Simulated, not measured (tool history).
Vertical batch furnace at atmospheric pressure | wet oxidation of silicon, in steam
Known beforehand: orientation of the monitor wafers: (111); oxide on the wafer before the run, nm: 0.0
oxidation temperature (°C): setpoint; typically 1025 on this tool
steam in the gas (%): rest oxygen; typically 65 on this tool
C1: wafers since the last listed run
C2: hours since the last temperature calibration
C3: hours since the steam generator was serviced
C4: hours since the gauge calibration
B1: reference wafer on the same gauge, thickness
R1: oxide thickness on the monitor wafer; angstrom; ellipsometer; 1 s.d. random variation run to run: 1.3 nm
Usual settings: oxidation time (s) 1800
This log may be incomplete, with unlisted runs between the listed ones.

Run 1, day 0.000: usual settings but steam in the gas (%) 58; C1 0; C2 4905.5; C3 2978.7; C4 581.8; B1 253.91. Result: R1 2773.1 angstrom.
Run 2, day 1.221: usual settings but steam in the gas (%) 58; C1 461; C2 4934.8; C3 3008.0; C4 611.1; B1 254.05. Result: R1 2776.5 angstrom.
Run 3, day 2.567: usual settings but steam in the gas (%) 58; C1 508; C2 4967.1; C3 3040.3; C4 643.4; B1 254.06. Result: R1 2795.1 angstrom.
Run 4, day 3.333: usual settings; C1 289; C2 4985.5; C3 3058.7; C4 661.8; B1 253.87. Result: R1 2987.1 angstrom.
Run 5, day 4.533: usual settings but oxidation time (s) 1290; C1 453; C2 5014.3; C3 3087.5; C4 690.6; B1 254.09. Result: R1 2412.6 angstrom.
Run 6, day 5.354: usual settings but oxidation time (s) 1290; C1 309; C2 5034.0; C3 3107.2; C4 710.3; B1 253.87. Result: R1 2438.7 angstrom.
Run 7, day 6.071: usual settings; C1 270; C2 5051.2; C3 3124.4; C4 727.5; B1 254.06. Result: R1 3009.4 angstrom.
Run 8, day 7.171: usual settings but oxidation time (s) 1380; C1 415; C2 5077.6; C3 3150.8; C4 753.9; B1 254.05. Result: R1 2536.0 angstrom.
At day 8.825: steam generator serviced.
Run 9, day 8.846: usual settings but oxidation time (s) 1380; C1 254; C2 5117.8; C3 0.5; C4 794.1; B1 254.07. Result: R1 2532.9 angstrom.
Run 10, day 9.000: usual settings but oxidation time (s) 1380; C1 58; C2 5121.5; C3 4.2; C4 797.8; B1 253.98. Result: R1 2524.7 angstrom.
Run 11, day 9.488: usual settings but oxidation time (s) 2460; C1 184; C2 5133.2; C3 15.9; C4 809.5; B1 254.03. Result: R1 3693.6 angstrom.
Run 12, day 10.308: usual settings but oxidation time (s) 2460; C1 309; C2 5152.9; C3 35.6; C4 829.2; B1 253.94. Result: R1 3640.2 angstrom.
Run 13, day 11.033: usual settings but oxidation time (s) 2460; C1 273; C2 5170.3; C3 53.0; C4 846.6; B1 253.95. Result: R1 3697.7 angstrom.
Run 14, day 12.117: usual settings; C1 409; C2 5196.3; C3 79.0; C4 872.6; B1 253.84. Result: R1 2976.7 angstrom.
Run 15, day 13.212: usual settings; C1 413; C2 5222.6; C3 105.3; C4 898.9; B1 253.67. Result: R1 2974.9 angstrom.
Run 16, day 13.971: usual settings but oxidation temperature (°C) 1003, oxidation time (s) 1110, steam in the gas (%) 58; C1 286; C2 5240.8; C3 123.5; C4 917.1; B1 253.92. Result: R1 1705.1 angstrom.
Run 17, day 15.062: usual settings; C1 412; C2 5267.0; C3 149.7; C4 943.3; B1 253.93. Result: R1 3007.5 angstrom.
Run 18, day 15.817: usual settings but oxidation time (s) 1440, steam in the gas (%) 71; C1 284; C2 5285.1; C3 167.8; C4 961.4; B1 254.04. Result: R1 2740.9 angstrom.
Run 19, day 16.467: usual settings but steam in the gas (%) 74; C1 245; C2 5300.7; C3 183.4; C4 977.0; B1 253.81. Result: R1 3257.3 angstrom.
Run 20, day 17.875: usual settings but oxidation temperature (°C) 1004, oxidation time (s) 2490, steam in the gas (%) 72; C1 531; C2 5334.5; C3 217.2; C4 1010.8; B1 254.01. Result: R1 3484.5 angstrom.
At day 19.483: thermocouples replaced and temperature profile calibrated.
Run 21, day 19.504: usual settings but oxidation temperature (°C) 1014, oxidation time (s) 990, steam in the gas (%) 57; C1 237; C2 0.5; C3 256.3; C4 1049.9; B1 254.16. Result: R1 1680.6 angstrom.
Run 22, day 20.238: usual settings but oxidation time (s) 2340, steam in the gas (%) 75; C1 276; C2 18.1; C3 273.9; C4 1067.5; B1 254.20. Result: R1 3894.0 angstrom.
At day 20.712: gauge calibrated.
Run 23, day 21.375: usual settings; C1 429; C2 45.4; C3 301.2; C4 15.9; B1 253.64. Result: R1 2999.6 angstrom.
Run 24, day 22.012: usual settings; C1 240; C2 60.7; C3 316.5; C4 31.2; B1 253.81. Result: R1 3021.8 angstrom.
Run 25, day 23.008: usual settings but oxidation temperature (°C) 1043, oxidation time (s) 1020, steam in the gas (%) 75; C1 376; C2 84.6; C3 340.4; C4 55.1; B1 254.09. Result: R1 2539.1 angstrom.
Run 26, day 23.979: usual settings but oxidation time (s) 2400; C1 366; C2 107.9; C3 363.7; C4 78.4; B1 253.86. Result: R1 3622.0 angstrom.
Run 27, day 25.454: usual settings but oxidation temperature (°C) 1017, oxidation time (s) 1290, steam in the gas (%) 57; C1 556; C2 143.3; C3 399.1; C4 113.8; B1 253.89. Result: R1 2098.7 angstrom.
Run 28, day 26.288: usual settings but steam in the gas (%) 54; C1 314; C2 163.3; C3 419.1; C4 133.8; B1 254.21. Result: R1 2680.5 angstrom.
Run 29, day 27.108: usual settings but oxidation time (s) 930, steam in the gas (%) 76; C1 309; C2 183.0; C3 438.8; C4 153.5; B1 254.08. Result: R1 2166.8 angstrom.
Run 30, day 30.717: usual settings but oxidation time (s) 1380; C1 1362; C2 269.6; C3 525.4; C4 240.1; B1 254.32. Result: R1 2522.8 angstrom.
Run 31, day 35.071: usual settings but oxidation temperature (°C) 1016, oxidation time (s) 2310, steam in the gas (%) 74; C1 1644; C2 374.1; C3 629.9; C4 344.6; B1 253.67. Result: R1 3662.2 angstrom.
Run 32, day 35.604: usual settings; C1 201; C2 386.9; C3 642.7; C4 357.4; B1 253.99. Result: R1 3022.3 angstrom.
Run 33, day 36.992: usual settings but oxidation temperature (°C) 1038, oxidation time (s) 2040, steam in the gas (%) 59; C1 523; C2 420.2; C3 676.0; C4 390.7; B1 254.01. Result: R1 3298.5 angstrom.
Run 34, day 37.888: usual settings but oxidation temperature (°C) 1009, oxidation time (s) 1560, steam in the gas (%) 60; C1 338; C2 441.7; C3 697.5; C4 412.2; B1 253.70. Result: R1 2333.4 angstrom.
Run 35, day 39.254: usual settings but oxidation temperature (°C) 1004, oxidation time (s) 2490, steam in the gas (%) 72; C1 516; C2 474.5; C3 730.3; C4 445.0; B1 254.10. Result: R1 3459.4 angstrom.
Run 36, day 40.279: usual settings; C1 387; C2 499.1; C3 754.9; C4 469.6; B1 254.08. Result: R1 2996.9 angstrom.
Run 37, day 41.242: usual settings but oxidation temperature (°C) 1013, steam in the gas (%) 70; C1 363; C2 522.2; C3 778.0; C4 492.7; B1 254.20. Result: R1 2926.6 angstrom.
Run 38, day 42.488: usual settings; C1 470; C2 552.1; C3 807.9; C4 522.6; B1 254.18. Result: R1 2972.9 angstrom.
Run 39, day 43.479: usual settings; C1 374; C2 575.9; C3 831.7; C4 546.4; B1 254.19. Result: R1 2983.9 angstrom.

Describe how what the log doesn't record of the tool's condition differs between the last listed run preceding each entry between runs and the first listed run following it.
From run 8 to run 9: steam generator serviced (day 8.825)
  no hidden state differs between the two runs
From run 20 to run 21: thermocouples replaced and temperature profile calibrated (day 19.483)
  no hidden state differs between the two runs
From run 22 to run 23: gauge calibrated (day 20.712)
  no hidden state differs between the two runs
